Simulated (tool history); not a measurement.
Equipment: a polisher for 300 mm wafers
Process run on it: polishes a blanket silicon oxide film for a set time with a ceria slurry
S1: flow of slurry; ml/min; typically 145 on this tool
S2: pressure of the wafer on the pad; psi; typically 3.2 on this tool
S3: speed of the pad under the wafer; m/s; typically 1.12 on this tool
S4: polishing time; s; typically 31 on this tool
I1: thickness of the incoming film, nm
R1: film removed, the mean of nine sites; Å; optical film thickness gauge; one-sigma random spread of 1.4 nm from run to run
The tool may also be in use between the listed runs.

run,hour,S1,S2,S3,S4,I1,R1
1,0.0,145,3.2,1.12,31,1662.7,1366
2,43.3,145,3.2,1.12,31,1626.0,1376
3,104.4,145,3.2,1.12,31,1636.6,1369
4,140.7,145,3.2,1.12,31,1627.7,1347
# hour 153.6: worn pad replaced by a new one
5,207.5,145,3.2,1.12,31,1665.5,1347
6,265.5,145,3.2,1.12,31,1638.8,1311
7,309.6,145,3.2,1.12,31,1642.3,1300
# hour 419.8: slurry nozzle cleaned
# hour 476.7: worn pad replaced by a new one
8,524.4,145,3.2,1.12,31,1661.4,1429
# hour 600.6: head pressure recalibrated
9,713.5,145,3.2,1.12,31,1675.8,1392
10,739.2,145,3.2,1.12,31,1672.1,1377
11,764.2,145,3.2,1.12,31,1667.2,1368
12,819.7,145,3.2,1.12,31,1668.9,1329
# hour 891.8: worn pad replaced by a new one, of another model than before
13,892.3,145,3.2,1.12,31,1644.8,1378
14,930.8,145,3.2,1.12,31,1675.8,1378
15,972.7,145,3.2,1.12,31,1680.6,1386
16,1015.9,145,3.2,1.12,31,1667.2,1359
# hour 1044.8: slurry nozzle cleaned
17,1064.5,145,3.7,1.42,31,1657.6,1864
18,1118.8,105,3.6,1.12,31,1638.9,1497
19,1143.1,145,4.1,1.12,31,1660.2,1694
20,1184.9,145,3.2,1.12,31,1683.4,1435
21,1210.2,175,3.8,1.12,31,1656.2,1603
22,1264.8,145,4.1,0.88,31,1653.6,1435
# hour 1302.5: worn pad replaced by a new one
23,1322.4,145,3.2,1.12,36,1633.4,1627
# hour 1348.1: head pressure recalibrated
24,1376.0,145,3.2,1.12,31,1654.0,1386
25,1405.7,145,3.2,1.12,31,1643.4,1368
26,1449.3,145,3.2,1.12,31,1666.7,1397
27,1505.9,145,3.2,1.12,31,1666.3,1357
28,1551.5,145,3.2,1.12,31,1694.2,1344
29,1581.0,145,3.5,1.12,31,1677.0,1425
# hour 1667.7: worn pad replaced by a new one
30,1679.1,145,3.2,1.12,31,1670.9,1338
# hour 1700.0: slurry nozzle cleaned
31,1720.3,145,2.8,1.12,31,1670.4,1323
32,1808.3,165,3.6,0.86,31,1665.0,1329
33,1843.0,115,4.0,1.12,37,1655.1,1875

What was the tool's hidden state at every run in the log?
removal rate lost through wear of the pad, %: 0, the same for each run
deviation of the head's pressure from its setpoint, %: 0, the same for each run
H1: slurry flow missing at the pad, %
run,H1
1,15.7
2,18
3,21.2
4,23.1
5,26.6
6,29.7
7,32
8,6.95
9,16.9
10,18.3
11,19.6
12,22.5
13,26.3
14,28.3
15,30.5
16,32.8
17,3.86
18,6.71
19,7.99
20,10.2
21,11.5
22,14.4
23,17.4
24,20.2
25,21.8
26,24.1
27,27.1
28,29.5
29,31
30,36.2
31,4.91
32,9.54
33,11.4
